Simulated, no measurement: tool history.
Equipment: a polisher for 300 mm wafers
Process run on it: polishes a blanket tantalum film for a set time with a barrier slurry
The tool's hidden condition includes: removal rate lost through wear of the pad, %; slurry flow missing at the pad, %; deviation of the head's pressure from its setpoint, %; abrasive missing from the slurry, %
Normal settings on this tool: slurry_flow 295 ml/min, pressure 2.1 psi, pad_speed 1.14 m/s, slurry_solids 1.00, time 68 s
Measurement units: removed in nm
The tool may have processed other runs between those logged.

| run | hour | slurry_flow | pressure | pad_speed | slurry_solids | time | wafers since the last listed run | wafers polished on this pad | hours since the slurry nozzle was cleaned | hours since the head pressure was calibrated | hours since the slurry blender was calibrated | incoming thickness of the incoming film, nm | removed |
|---|---|---|---|---|---|---|---|---|---|---|---|---|---|
| 1 | 0.0 | 295 | 2.1 | 1.14 | 1.00 | 68 | 0 | 556 | 110.9 | 966.8 | 235.5 | 387.9 | 120.9 |
|  | 8.5 | slurry blender recalibrated |
| 2 | 106.8 | 295 | 2.1 | 1.14 | 1.00 | 68 | 948 | 1504 | 217.7 | 1073.6 | 98.3 | 386.1 | 125.0 |
|  | 153.0 | worn pad replaced by a new one |
| 3 | 173.9 | 295 | 2.1 | 1.14 | 1.00 | 68 | 570 | 189 | 284.8 | 1140.7 | 165.4 | 393.7 | 124.3 |
|  | 255.5 | slurry blender recalibrated |
| 4 | 278.0 | 295 | 2.1 | 1.14 | 1.00 | 57 | 923 | 1112 | 388.9 | 1244.8 | 22.5 | 386.2 | 95.5 |
|  | 338.1 | slurry nozzle cleaned |
| 5 | 350.9 | 295 | 2.1 | 1.14 | 1.00 | 68 | 650 | 1763 | 12.8 | 1317.7 | 95.4 | 389.9 | 112.1 |
|  | 404.5 | worn pad replaced by a new one |
|  | 422.0 | head pressure recalibrated |
|  | 454.7 | slurry blender recalibrated, repeated, since the last time left the tool worse |
| 6 | 587.1 | 295 | 2.1 | 1.14 | 1.00 | 68 | 2064 | 1615 | 249.0 | 165.1 | 132.4 | 392.3 | 123.1 |
|  | 669.0 | worn pad replaced by a new one |
| 7 | 680.9 | 295 | 2.1 | 1.14 | 1.00 | 68 | 812 | 108 | 342.8 | 258.9 | 226.2 | 390.3 | 121.0 |
|  | 716.0 | slurry blender recalibrated |
|  | 722.3 | slurry nozzle cleaned |
| 8 | 785.0 | 295 | 2.1 | 1.14 | 1.15 | 68 | 914 | 1022 | 62.7 | 363.0 | 69.0 | 386.7 | 131.2 |
| 9 | 835.7 | 385 | 2.1 | 0.78 | 0.80 | 79 | 458 | 1481 | 113.4 | 413.7 | 119.7 | 389.7 | 92.0 |

Predict the results of run 10:
| 10 | 883.2 | 340 | 2.8 | 1.14 | 1.00 | 57 | 429 | 1911 | 160.9 | 461.2 | 167.2 | 393.2 | ? |

removed: 132.3 nm
Take away the tool's hidden state, keep the run-to-run variation as it was, and the same run would have given removed 138.3 nm.

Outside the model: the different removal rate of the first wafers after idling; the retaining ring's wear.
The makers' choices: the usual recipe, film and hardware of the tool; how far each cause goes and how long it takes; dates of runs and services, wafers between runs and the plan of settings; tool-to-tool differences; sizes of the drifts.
